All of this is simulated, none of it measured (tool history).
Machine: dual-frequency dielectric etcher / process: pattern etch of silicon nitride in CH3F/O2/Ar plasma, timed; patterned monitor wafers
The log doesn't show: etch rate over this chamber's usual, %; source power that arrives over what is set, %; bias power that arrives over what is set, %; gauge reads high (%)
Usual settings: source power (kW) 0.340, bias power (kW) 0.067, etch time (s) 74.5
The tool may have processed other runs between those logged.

run	hour	source power (kW)	bias power (kW)	etch time (s)	wafers since the last listed run	hours since the last wet clean	hours since the last source power generator calibration	hours since the last bias power generator calibration	hours since the last upper electrode change	hours since the gauge calibration	read-back reference wafer on the same gauge, depth_nm	mean etch depth across the wafer (Å)
1	0.0	0.390	0.067	74.5	0	268.2	3581.4	2406.6	3104.4	113.8	46.26	530.5
2	25.3	0.390	0.067	74.5	282	293.5	3606.7	2431.9	3129.7	139.1	46.15	528.5
3	59.5	0.390	0.067	74.5	382	327.7	3640.9	2466.1	3163.9	173.3	46.21	533.9
4	95.0	0.370	0.067	74.5	396	363.2	3676.4	2501.6	3199.4	208.8	46.37	524.8
5	118.2	0.400	0.067	74.5	259	386.4	3699.6	2524.8	3222.6	232.0	46.25	544.3
6	142.6	0.400	0.067	74.5	272	410.8	3724.0	2549.2	3247.0	256.4	46.29	541.3
7	175.9	0.340	0.067	74.5	372	444.1	3757.3	2582.5	3280.3	289.7	46.22	518.7
# hour 207.5: source power generator calibrated
8	208.0	0.370	0.067	81.0	314	476.2	0.5	2614.6	3312.4	321.8	46.12	582.0
9	219.2	0.370	0.067	81.0	125	487.4	11.7	2625.8	3323.6	333.0	46.16	576.3
10	238.4	0.340	0.067	92.5	214	506.6	30.9	2645.0	3342.8	352.2	46.15	647.7
# hour 249.7: bias power generator calibrated
11	251.2	0.400	0.067	74.5	98	519.4	43.7	1.5	3355.6	365.0	46.19	549.5
# hour 292.0: wet clean of the chamber
# hour 307.0: upper electrode replaced, of another model than before
12	307.5	0.270	0.073	74.5	194	15.5	100.0	57.8	0.5	421.3	46.28	489.7
13	307.8	0.340	0.062	94.5	3	15.8	100.3	58.1	0.8	421.6	46.05	594.1
14	317.9	0.320	0.082	54.5	112	25.9	110.4	68.2	10.9	431.7	46.11	394.6
# hour 334.8: gauge calibrated
15	342.8	0.340	0.083	56.0	278	50.8	135.3	93.1	35.8	8.0	46.17	412.1
16	355.5	0.360	0.059	74.5	141	63.5	148.0	105.8	48.5	20.7	46.20	463.8
17	383.2	0.340	0.078	74.5	309	91.2	175.7	133.5	76.2	48.4	46.29	531.4
18	419.0	0.400	0.067	74.5	400	127.0	211.5	169.3	112.0	84.2	46.18	511.3
19	435.9	0.340	0.060	74.5	188	143.9	228.4	186.2	128.9	101.1	46.18	462.5
20	451.9	0.340	0.067	74.5	178	159.9	244.4	202.2	144.9	117.1	46.37	495.7

Each row is a separate what-if for the run after 20, all from the same tool condition, not one after another. Results?
A	452.3	0.340	0.051	74.5	4	160.3	244.8	202.6	145.3	117.5	?	?
B	452.3	0.260	0.061	85.0	4	160.3	244.8	202.6	145.3	117.5	?	?
C	452.3	0.340	0.067	57.0	4	160.3	244.8	202.6	145.3	117.5	?	?

run	read-back reference wafer on the same gauge, depth_nm	mean etch depth across the wafer (Å)
A	46.23	426.9
B	46.23	513.5
C	46.23	381.5
Had the tool no hidden state, the same runs would have come out as:
run	mean etch depth across the wafer (Å)
A	424.4
B	510.4
C	379.2
